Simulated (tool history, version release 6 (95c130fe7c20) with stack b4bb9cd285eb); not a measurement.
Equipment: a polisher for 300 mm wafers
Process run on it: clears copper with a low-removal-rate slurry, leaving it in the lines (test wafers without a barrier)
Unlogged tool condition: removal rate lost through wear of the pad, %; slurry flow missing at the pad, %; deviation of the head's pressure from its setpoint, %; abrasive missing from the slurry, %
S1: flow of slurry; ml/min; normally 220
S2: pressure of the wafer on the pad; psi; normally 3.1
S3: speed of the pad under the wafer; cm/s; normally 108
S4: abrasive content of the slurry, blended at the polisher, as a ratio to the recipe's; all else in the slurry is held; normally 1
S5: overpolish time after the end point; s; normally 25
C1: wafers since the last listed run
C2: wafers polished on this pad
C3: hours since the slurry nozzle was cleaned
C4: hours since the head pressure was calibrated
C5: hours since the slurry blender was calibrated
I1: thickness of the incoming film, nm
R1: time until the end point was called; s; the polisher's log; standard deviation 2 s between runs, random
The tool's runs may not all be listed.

run,hour,S1,S2,S3,S4,S5,C1,C2,C3,C4,C5,I1,R1
1,0,220,3.1,136,1,18,0,662,3.9,383.4,187.9,311.2,85.6
2,79.5,220,3.1,108,1,25,807,1469,83.4,462.9,267.4,307.8,104.7
3,165.6,220,3.1,108,1,25,874,2343,169.5,549,353.5,304.9,108.9
# hour 211.7: head pressure recalibrated
# hour 252.9: slurry blender recalibrated
4,271.6,220,3.1,108,1,25,1035,3379,275.5,59.9,18.7,301.9,112.1
# hour 363.3: worn pad replaced by a new one
5,371.8,220,3.1,108,1,25,976,86,375.7,160.1,118.9,303.6,107.3
# hour 400.5: slurry nozzle cleaned
6,438.1,220,3.1,108,1,25,662,748,37.6,226.4,185.2,300.8,111.1
7,524.3,220,3.1,108,1,25,875,1624,123.8,312.6,271.4,301.6,112.1
8,572.1,220,3.1,108,1,25,485,2109,171.6,360.4,319.2,300.9,110.1
# hour 578.1: slurry blender recalibrated, repeated, since the last time left the tool worse
9,644,220,3.1,108,1,25,709,2819,243.5,432.3,65.9,305.5,105.9
10,688.1,220,3.1,108,1,25,447,3266,287.6,476.4,110,303.6,103.4
# hour 758.4: head pressure recalibrated
11,787.3,220,3.1,108,1,25,986,4253,386.8,28.9,209.2,304.9,101.5
# hour 880.5: slurry nozzle cleaned
# hour 891.9: worn pad replaced by a new one
12,945.1,220,3.1,108,1,25,1551,539,64.6,186.7,367,307.3,105.9
# hour 989.5: slurry blender recalibrated
13,993.9,190,3.4,108,1,25,475,1014,113.4,235.5,4.4,300.8,94.9
14,1054.8,220,3.9,108,0.85,25,618,1633,174.3,296.4,65.3,302.6,86.5
15,1136.3,190,3.1,76,1,25,827,2460,255.8,377.9,146.8,305.5,152.1
16,1202.1,220,3.1,82,1,25,668,3128,321.6,443.7,212.6,305.5,141.6
17,1263,165,3.1,140,1,25,618,3746,382.5,504.6,273.5,305.6,85.9
18,1319.4,220,2.6,134,1,25,572,4319,438.9,561,329.9,309.1,105.6
# hour 1340.8: head pressure recalibrated
# hour 1343: slurry nozzle cleaned
# hour 1355.3: worn pad replaced by a new one
# hour 1384: slurry blender recalibrated
19,1415.1,220,3.1,108,1,25,880,586,72.1,74.3,31.1,302.2,105.5
20,1488.9,265,3.1,108,1,35,749,1335,145.9,148.1,104.9,306.7,102.9
21,1582.1,220,3.1,108,1.15,25,946,2282,239.1,241.3,198.1,308.2,104.4
22,1625.1,280,3.1,108,1,25,436,2718,282.1,284.3,241.1,305.6,105.6
# hour 1760.4: worn pad replaced by a new one
# hour 1807.2: slurry blender recalibrated
23,1849.1,220,3.1,144,0.75,30,2213,880,506.1,508.3,41.9,306.2,81.8
# hour 1857.3: slurry nozzle cleaned
# hour 1860.9: head pressure recalibrated
24,1892.6,220,3.1,108,1,40,411,1291,35.3,31.7,85.4,303.9,101.6
25,1959.7,220,3.1,108,1,25,681,1972,102.4,98.8,152.5,301.3,106.1
26,2050.1,220,3.1,108,1,25,917,2890,192.8,189.2,242.9,305,105.3
27,2111.7,265,3.1,108,1,35,625,3515,254.4,250.8,304.5,300.2,101.4

What if the next run were any one of these 5? Each begins from the tool's condition after run 27:
A,2112.1,220,3.1,108,1,25,4,3519,254.8,251.2,304.9,304,?
B,2112.1,150,2.4,134,1.2,25,4,3519,254.8,251.2,304.9,304,?
C,2112.1,220,2.1,108,1,25,4,3519,254.8,251.2,304.9,304,?
D,2112.1,295,3.5,108,1,11,4,3519,254.8,251.2,304.9,304,?
E,2112.1,220,3.1,108,1.25,25,4,3519,254.8,251.2,304.9,304,?

run,R1
A,106.2
B,110.9
C,156.8
D,92
E,102.5
Without the tool's hidden state the same runs would have given:
run,R1
A,103.4
B,107.9
C,152.6
D,89.5
E,99.7
